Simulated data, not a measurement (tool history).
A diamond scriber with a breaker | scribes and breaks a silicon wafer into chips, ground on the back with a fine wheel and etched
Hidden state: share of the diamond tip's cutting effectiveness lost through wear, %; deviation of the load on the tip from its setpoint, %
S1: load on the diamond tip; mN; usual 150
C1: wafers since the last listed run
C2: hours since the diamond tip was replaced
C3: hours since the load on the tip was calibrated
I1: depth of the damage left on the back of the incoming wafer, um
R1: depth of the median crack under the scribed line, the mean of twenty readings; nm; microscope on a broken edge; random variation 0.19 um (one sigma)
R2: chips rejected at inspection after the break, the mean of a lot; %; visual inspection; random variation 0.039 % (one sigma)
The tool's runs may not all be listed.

run 1 day=0.000 | S1=122 | C1=0 C2=733.1 C3=897.6 | I1=0.36 | R1=10220 R2=7.57
run 2 day=3.712 | S1=150 | C1=196 C2=822.2 C3=986.7 | I1=0.57 | R1=11480 R2=1.54
run 3 day=6.312 | S1=150 | C1=137 C2=884.6 C3=1049.1 | I1=0.61 | R1=11250 R2=2.18
run 4 day=8.700 | S1=150 | C1=126 C2=941.9 C3=1106.4 | I1=0.68 | R1=11420 R2=2.96
-- day=11.750 diamond tip replaced by a new one
run 5 day=11.771 | S1=150 | C1=158 C2=0.5 C3=1180.1 | I1=0.53 | R1=12860 R2=1.88
run 6 day=14.362 | S1=150 | C1=137 C2=62.7 C3=1242.3 | I1=0.54 | R1=12570 R2=2.04
run 7 day=16.233 | S1=150 | C1=99 C2=107.6 C3=1287.2 | I1=0.35 | R1=12630 R2=1.90
run 8 day=19.296 | S1=165 | C1=162 C2=181.1 C3=1360.7 | I1=0.37 | R1=13040 R2=4.63
run 9 day=21.929 | S1=165 | C1=139 C2=244.3 C3=1423.9 | I1=0.80 | R1=13170 R2=4.92
run 10 day=24.446 | S1=165 | C1=133 C2=304.7 C3=1484.3 | I1=0.66 | R1=13130 R2=4.28
run 11 day=27.129 | S1=150 | C1=142 C2=369.1 C3=1548.7 | I1=0.68 | R1=12600 R2=1.40
run 12 day=29.625 | S1=150 | C1=132 C2=429.0 C3=1608.6 | I1=0.54 | R1=12400 R2=1.26
run 13 day=33.275 | S1=114 | C1=193 C2=516.6 C3=1696.2 | I1=0.35 | R1=10170 R2=7.04
-- day=40.317 load on the tip recalibrated
run 14 day=45.996 | S1=188 | C1=670 C2=821.9 C3=136.3 | I1=0.62 | R1=12570 R2=1.72
run 15 day=47.654 | S1=111 | C1=87 C2=861.7 C3=176.1 | I1=0.66 | R1=9600 R2=22.51
run 16 day=50.475 | S1=105 | C1=149 C2=929.4 C3=243.8 | I1=0.36 | R1=8860 R2=28.78
run 17 day=52.471 | S1=131 | C1=105 C2=977.3 C3=291.7 | I1=0.31 | R1=9880 R2=14.12
-- day=54.025 diamond tip replaced by a new one
run 18 day=56.746 | S1=150 | C1=222 C2=65.3 C3=394.3 | I1=0.35 | R1=12370 R2=1.53

Run 19 comes next. What will it give?
run 19 day=59.275 | S1=177 | C1=134 C2=126.0 C3=455.0 | I1=0.52 | R1=? R2=?

{"run 19": {"R1": 13710, "R2": 8.22}}
Without the tool's hidden state the same run would have given R1 13080 nm, R2 4.22 %.

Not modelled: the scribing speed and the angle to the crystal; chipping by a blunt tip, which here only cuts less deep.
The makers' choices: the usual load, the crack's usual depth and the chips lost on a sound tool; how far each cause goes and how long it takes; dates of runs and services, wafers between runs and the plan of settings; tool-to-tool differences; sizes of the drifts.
